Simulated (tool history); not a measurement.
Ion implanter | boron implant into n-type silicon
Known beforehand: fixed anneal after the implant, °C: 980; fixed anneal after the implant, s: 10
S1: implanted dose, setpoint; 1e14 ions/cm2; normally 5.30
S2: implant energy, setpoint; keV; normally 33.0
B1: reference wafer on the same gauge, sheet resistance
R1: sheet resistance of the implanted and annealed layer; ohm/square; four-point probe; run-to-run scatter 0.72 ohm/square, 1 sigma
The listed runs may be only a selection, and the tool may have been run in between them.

{"run": 1, "hour": 0.0, "S1": 5.3, "S2": 38.5, "B1": 245.73, "R1": 220.61}
{"run": 2, "hour": 55.4, "S1": 5.3, "S2": 38.5, "B1": 246.14, "R1": 220.65}
{"run": 3, "hour": 126.7, "S1": 4.12, "S2": 33.0, "B1": 245.92, "R1": 266.58}
{"run": 4, "hour": 151.8, "S1": 5.3, "S2": 33.0, "B1": 245.84, "R1": 221.32}
{"run": 5, "hour": 203.5, "S1": 5.3, "S2": 33.0, "B1": 245.79, "R1": 221.17}
{"run": 6, "hour": 238.7, "S1": 5.3, "S2": 33.0, "B1": 246.09, "R1": 221.13}
{"run": 7, "hour": 282.9, "S1": 5.3, "S2": 33.0, "B1": 245.86, "R1": 220.78}
{"run": 8, "hour": 352.8, "S1": 5.3, "S2": 33.0, "B1": 246.08, "R1": 222.62}
{"run": 9, "hour": 409.3, "S1": 5.3, "S2": 33.0, "B1": 245.9, "R1": 223.59}
{"run": 10, "hour": 466.9, "S1": 5.3, "S2": 33.0, "B1": 245.96, "R1": 222.75}
{"hour": 475.2, "done": "gauge calibrated"}
{"run": 11, "hour": 493.8, "S1": 5.3, "S2": 33.0, "B1": 246.11, "R1": 222.9}
{"run": 12, "hour": 551.0, "S1": 5.3, "S2": 33.0, "B1": 245.93, "R1": 221.99}
{"run": 13, "hour": 579.3, "S1": 5.3, "S2": 33.0, "B1": 245.93, "R1": 221.66}
{"run": 14, "hour": 632.6, "S1": 5.3, "S2": 33.0, "B1": 245.93, "R1": 221.54}
{"run": 15, "hour": 661.6, "S1": 6.12, "S2": 22.0, "B1": 245.71, "R1": 200.67}
{"run": 16, "hour": 711.1, "S1": 5.3, "S2": 26.0, "B1": 245.87, "R1": 224.35}
{"run": 17, "hour": 751.4, "S1": 3.9, "S2": 43.5, "B1": 245.82, "R1": 275.0}
{"hour": 805.2, "done": "Faraday cup replaced and dose calibrated"}
{"run": 18, "hour": 811.8, "S1": 5.95, "S2": 42.0, "B1": 246.06, "R1": 198.9}
{"run": 19, "hour": 891.2, "S1": 5.3, "S2": 33.0, "B1": 245.89, "R1": 218.77}
{"run": 20, "hour": 947.6, "S1": 6.48, "S2": 22.5, "B1": 245.91, "R1": 190.21}
{"run": 21, "hour": 974.2, "S1": 6.51, "S2": 38.0, "B1": 245.71, "R1": 185.42}
{"run": 22, "hour": 1034.6, "S1": 5.3, "S2": 33.0, "B1": 246.02, "R1": 221.75}
{"run": 23, "hour": 1094.9, "S1": 5.3, "S2": 33.0, "B1": 245.92, "R1": 220.69}
{"hour": 1135.6, "done": "extraction supply calibrated"}
{"run": 24, "hour": 1166.7, "S1": 5.3, "S2": 33.0, "B1": 245.93, "R1": 221.48}
{"run": 25, "hour": 1217.6, "S1": 4.07, "S2": 39.0, "B1": 245.93, "R1": 268.33}
{"run": 26, "hour": 1287.4, "S1": 5.3, "S2": 29.0, "B1": 245.88, "R1": 223.34}
{"run": 27, "hour": 1337.7, "S1": 4.26, "S2": 26.0, "B1": 245.96, "R1": 264.49}
{"run": 28, "hour": 1550.4, "S1": 5.3, "S2": 33.0, "B1": 246.01, "R1": 221.38}

What if the next run were any one of these 3? Each begins from the tool's condition after run 28:
{"run": "A", "hour": 1550.8, "S1": 5.3, "S2": 22.0, "B1": "?", "R1": "?"}
{"run": "B", "hour": 1550.8, "S1": 6.56, "S2": 21.5, "B1": "?", "R1": "?"}
{"run": "C", "hour": 1550.8, "S1": 6.26, "S2": 39.5, "B1": "?", "R1": "?"}

run=A B1=246.07 R1=226.49
run=B B1=246.07 R1=191.31
run=C B1=246.07 R1=194.60
Stripped of hidden state, with their random variation kept, the same runs would have yielded:
run=A R1=223.25
run=B R1=188.54
run=C R1=191.81
